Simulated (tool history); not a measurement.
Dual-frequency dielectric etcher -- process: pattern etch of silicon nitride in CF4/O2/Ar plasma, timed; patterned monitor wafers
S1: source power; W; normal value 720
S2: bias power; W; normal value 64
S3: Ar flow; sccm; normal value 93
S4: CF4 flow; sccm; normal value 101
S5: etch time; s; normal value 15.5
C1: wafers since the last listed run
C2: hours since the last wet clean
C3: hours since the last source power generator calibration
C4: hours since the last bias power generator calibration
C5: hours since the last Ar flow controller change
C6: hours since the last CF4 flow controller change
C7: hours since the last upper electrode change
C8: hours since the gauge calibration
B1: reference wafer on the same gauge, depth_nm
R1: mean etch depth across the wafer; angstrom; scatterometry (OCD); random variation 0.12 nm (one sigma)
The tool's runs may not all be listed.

run,day,S1,S2,S3,S4,S5,C1,C2,C3,C4,C5,C6,C7,C8,B1,R1
1,0.000,720,64,93,101,15.5,0,410.0,3298.5,3179.0,5447.9,3883.6,3402.8,430.2,46.28,462.4
2,1.117,720,64,93,101,15.5,363,436.8,3325.3,3205.8,5474.7,3910.4,3429.6,457.0,46.29,463.1
3,2.200,720,64,93,101,15.5,353,462.8,3351.3,3231.8,5500.7,3936.4,3455.6,483.0,46.33,463.0
4,3.688,720,64,93,101,15.5,484,498.5,3387.0,3267.5,5536.4,3972.1,3491.3,518.7,46.27,463.5
5,4.821,720,64,93,101,15.5,369,525.7,3414.2,3294.7,5563.6,3999.3,3518.5,545.9,46.28,464.4
6,5.642,720,64,93,101,15.5,267,545.4,3433.9,3314.4,5583.3,4019.0,3538.2,565.6,46.29,465.7
7,6.950,720,64,93,101,15.5,426,576.8,3465.3,3345.8,5614.7,4050.4,3569.6,597.0,46.29,466.4
# day 8.471: upper electrode replaced, of another model than before
# day 9.117: wet clean of the chamber
# day 9.171: CF4 flow controller replaced
8,9.192,720,64,93,101,15.5,176,1.8,3519.1,3399.6,5668.5,0.5,17.3,650.8,46.33,447.4
9,9.204,720,64,93,112,15.5,4,2.1,3519.4,3399.9,5668.8,0.8,17.6,651.1,46.28,455.2
10,9.388,720,64,93,112,15.5,59,6.5,3523.8,3404.3,5673.2,5.2,22.0,655.5,46.30,453.8
# day 11.179: bias power generator calibrated
11,11.833,720,55,116,120,15.5,742,65.2,3582.5,15.7,5731.9,63.9,80.7,714.2,46.29,434.7
# day 12.475: gauge calibrated
12,13.200,640,64,82,101,15.5,445,98.0,3615.3,48.5,5764.7,96.7,113.5,17.4,46.28,423.2
13,14.042,870,64,81,90,19.0,274,118.2,3635.5,68.7,5784.9,116.9,133.7,37.6,46.35,629.5
# day 15.221: Ar flow controller replaced
14,15.317,720,64,93,101,15.5,334,148.8,3666.1,99.3,2.3,147.5,164.3,68.2,46.33,452.8
15,17.358,720,64,93,101,15.5,665,197.8,3715.1,148.3,51.3,196.5,213.3,117.2,46.26,455.1
# day 18.762: source power generator calibrated
16,18.783,580,64,74,101,18.5,410,232.0,0.5,182.5,85.5,230.7,247.5,151.4,46.27,483.7
17,19.450,720,64,110,101,15.5,217,248.0,16.5,198.5,101.5,246.7,263.5,167.4,46.29,446.5
18,20.929,660,64,93,101,15.5,482,283.5,52.0,234.0,137.0,282.2,299.0,202.9,46.31,431.9
19,21.625,720,64,74,101,15.5,226,300.2,68.7,250.7,153.7,298.9,315.7,219.6,46.26,466.0
20,22.892,720,64,93,101,15.5,412,330.6,99.1,281.1,184.1,329.3,346.1,250.0,46.32,455.0
21,24.338,570,64,93,101,15.5,471,365.3,133.8,315.8,218.8,364.0,380.8,284.7,46.30,396.8
22,25.633,720,64,93,101,11.5,422,396.4,164.9,346.9,249.9,395.1,411.9,315.8,46.30,339.8

Subtracting, for every run, the result it would have given without the tool's unlogged condition from the measured result gives the following. The same run-to-run variation enters both numbers; the gauge's scatter may not:
Hidden conditions of the tool in this case: etch rate over this chamber's usual, %; source power that arrives over what is set, %; bias power that arrives over what is set, %; Ar flow that arrives over what is set, %; CF4 flow that arrives over what is set, %; gauge reads high (%).
run,R1
1,+11.4
2,+12.1
3,+12.8
4,+13.6
5,+14.3
6,+14.9
7,+15.7
8,-0.6
9,-0.6
10,-0.5
11,+1.0
12,+1.7
13,+3.3
14,+3.2
15,+4.4
16,+5.6
17,+5.6
18,+6.2
19,+7.2
20,+7.8
21,+7.6
22,+7.0
